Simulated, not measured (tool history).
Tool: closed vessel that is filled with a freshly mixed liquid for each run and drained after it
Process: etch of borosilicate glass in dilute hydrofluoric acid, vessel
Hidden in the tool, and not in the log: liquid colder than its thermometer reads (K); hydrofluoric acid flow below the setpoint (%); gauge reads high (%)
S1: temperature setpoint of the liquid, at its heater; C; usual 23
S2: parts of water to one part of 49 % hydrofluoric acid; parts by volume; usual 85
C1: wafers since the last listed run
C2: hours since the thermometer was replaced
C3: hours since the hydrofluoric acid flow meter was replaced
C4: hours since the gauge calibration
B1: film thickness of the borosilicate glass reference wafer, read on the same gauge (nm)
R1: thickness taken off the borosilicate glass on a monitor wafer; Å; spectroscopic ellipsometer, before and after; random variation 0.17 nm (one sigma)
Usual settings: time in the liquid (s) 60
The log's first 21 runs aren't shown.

Run 22, hour 320.5: usual settings but time in the liquid (s) 40; C1 1086; C2 223.9; C3 159.6; C4 108.6; B1 29.99. Result: R1 130.2 Å.
Run 23, hour 336.2: usual settings but time in the liquid (s) 30; C1 1759; C2 239.6; C3 175.3; C4 124.3; B1 30.05. Result: R1 97.1 Å.
Run 24, hour 344.1: usual settings but S1 20 C, S2 115 parts by volume, time in the liquid (s) 85; C1 885; C2 247.5; C3 183.2; C4 132.2; B1 29.99. Result: R1 173.9 Å.
Run 25, hour 351.9: usual settings but S1 18 C, S2 70 parts by volume, time in the liquid (s) 85; C1 873; C2 255.3; C3 191; C4 140; B1 30.01. Result: R1 272.1 Å.
Run 26, hour 361.4: usual settings; C1 1064; C2 264.8; C3 200.5; C4 149.5; B1 30. Result: R1 191.6 Å.
Run 27, hour 393.2: usual settings but S1 26 C; C1 3563; C2 296.6; C3 232.3; C4 181.3; B1 29.98. Result: R1 216.9 Å.
Run 28, hour 413.1: usual settings but S1 27 C, S2 125 parts by volume, time in the liquid (s) 30; C1 2229; C2 316.5; C3 252.2; C4 201.2; B1 30.05. Result: R1 73.5 Å.
Run 29, hour 420.1: usual settings but S1 26 C, S2 125 parts by volume, time in the liquid (s) 45; C1 784; C2 323.5; C3 259.2; C4 208.2; B1 29.96. Result: R1 105.4 Å.
Run 30, hour 426.2: usual settings but time in the liquid (s) 80; C1 683; C2 329.6; C3 265.3; C4 214.3; B1 29.98. Result: R1 254 Å.
Run 31, hour 437.3: usual settings but S2 70 parts by volume, time in the liquid (s) 30; C1 1243; C2 340.7; C3 276.4; C4 225.4; B1 30.01. Result: R1 116.4 Å.
Run 32, hour 448.3: usual settings but S2 60 parts by volume, time in the liquid (s) 85; C1 1232; C2 351.7; C3 287.4; C4 236.4; B1 30. Result: R1 404 Å.

Forecast each of these 5 alternatives for the next run:
Run A, hour 449: usual settings; C1 78; C2 352.4; C3 288.1; C4 237.1; B1 ?. Result: R1 ?.
Run B, hour 449: usual settings but S1 19 C, time in the liquid (s) 40; C1 78; C2 352.4; C3 288.1; C4 237.1; B1 ?. Result: R1 ?.
Run C, hour 449: usual settings but S1 26 C, S2 100 parts by volume, time in the liquid (s) 35; C1 78; C2 352.4; C3 288.1; C4 237.1; B1 ?. Result: R1 ?.
Run D, hour 449: usual settings but S1 27.5 C, S2 55 parts by volume, time in the liquid (s) 40; C1 78; C2 352.4; C3 288.1; C4 237.1; B1 ?. Result: R1 ?.
Run E, hour 449: usual settings but S1 18.5 C, S2 110 parts by volume, time in the liquid (s) 35; C1 78; C2 352.4; C3 288.1; C4 237.1; B1 ?. Result: R1 ?.

run     B1     R1
  A  29.98  192.3
  B  29.98  108.6
  C  29.98  105.6
  D  29.98  247.1
  E  29.98     70
Without the tool's hidden state the same runs would have given:
run     R1
  A  200.8
  B  113.6
  C  110.1
  D  257.9
  E   73.2
